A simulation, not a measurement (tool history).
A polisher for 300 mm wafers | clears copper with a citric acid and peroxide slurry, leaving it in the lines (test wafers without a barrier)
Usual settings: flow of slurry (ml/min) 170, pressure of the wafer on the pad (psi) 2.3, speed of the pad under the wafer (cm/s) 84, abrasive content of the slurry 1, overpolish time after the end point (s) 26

run,hour,flow of slurry (ml/min),pressure of the wafer on the pad (psi),speed of the pad under the wafer (cm/s),abrasive content of the slurry,overpolish time after the end point (s),"incoming thickness of the incoming film, nm",time until the end point was called (s),dishing of a wide line in a test structure (angstrom)
1,0,170,2.3,84,0.8,26,190,176.7,212
2,14.2,170,2.3,84,0.8,26,189.4,171.2,219
3,21.7,200,2.3,64,1,26,186.8,194.8,193
4,38.8,200,2.3,64,1,26,188.9,200.5,190
5,47.6,200,2.3,64,1,26,191.8,202.6,195
# hour 54.7: head pressure recalibrated
6,59.1,170,2.3,84,1,26,186.8,164.6,224
7,66,170,2.3,84,1,26,188.5,161.6,219
# hour 69.1: slurry blender recalibrated
8,77.3,170,2.3,84,1,26,190.3,148.6,241
9,88,110,2.3,60,1,26,191.1,222.8,180
10,99.5,145,2.3,84,0.8,38,190.8,165.8,309
11,107.8,200,2.3,64,1,26,187.8,184,197
12,117.9,205,2.6,84,1,26,193.3,138.1,274
13,124.2,170,1.5,84,1.1,14,189.6,228.9,95
# hour 129.6: slurry nozzle cleaned
14,137.7,225,2.9,60,1,26,189.1,161.8,238
15,151.7,200,2.3,84,1,26,188.5,152.7,236
# hour 161.1: worn pad replaced by a new one, of another model than before
16,165.3,170,3,84,0.7,26,188.5,149.5,240
17,172.3,170,2.3,84,0.8,26,189.4,170.4,225
18,183.5,170,2.3,96,1,26,193.7,152.2,241
19,195.8,170,2.3,84,1,26,187.4,160.4,233
20,236.3,210,2.3,84,1,26,191.9,164.5,230
21,244.4,120,2.3,84,1.2,18,185.9,156.7,169
22,255.2,170,1.5,84,1.15,26,188.7,192.1,198
23,270.3,170,2.3,74,0.8,26,189.3,183.8,197
# hour 273.7: slurry blender recalibrated
24,285.8,140,2.3,84,1,39,191,156.1,331
25,292.9,170,2.3,106,1,26,192,137.6,281
26,299.4,170,1.9,114,0.9,26,188.8,145,248
27,310.1,170,2.3,84,1.2,26,192.1,145.2,252
28,318.8,170,2.3,84,0.75,26,189.7,165.3,222

Forecast each of these 4 alternatives for the next run:
A,319.3,170,2.3,84,1,26,190,?,?
B,319.3,170,2.5,84,1,26,190,?,?
C,319.3,185,2.8,84,1,15,190,?,?
D,319.3,135,2.5,84,1.3,26,190,?,?

run,time until the end point was called (s),dishing of a wide line in a test structure (angstrom)
A,152.7,243
B,146.5,252
C,137.1,166
D,139.4,263
Without the tool's hidden state the same runs would have given:
run,time until the end point was called (s),dishing of a wide line in a test structure (angstrom)
A,144.4,255
B,138.5,264
C,129.6,174
D,131.5,276
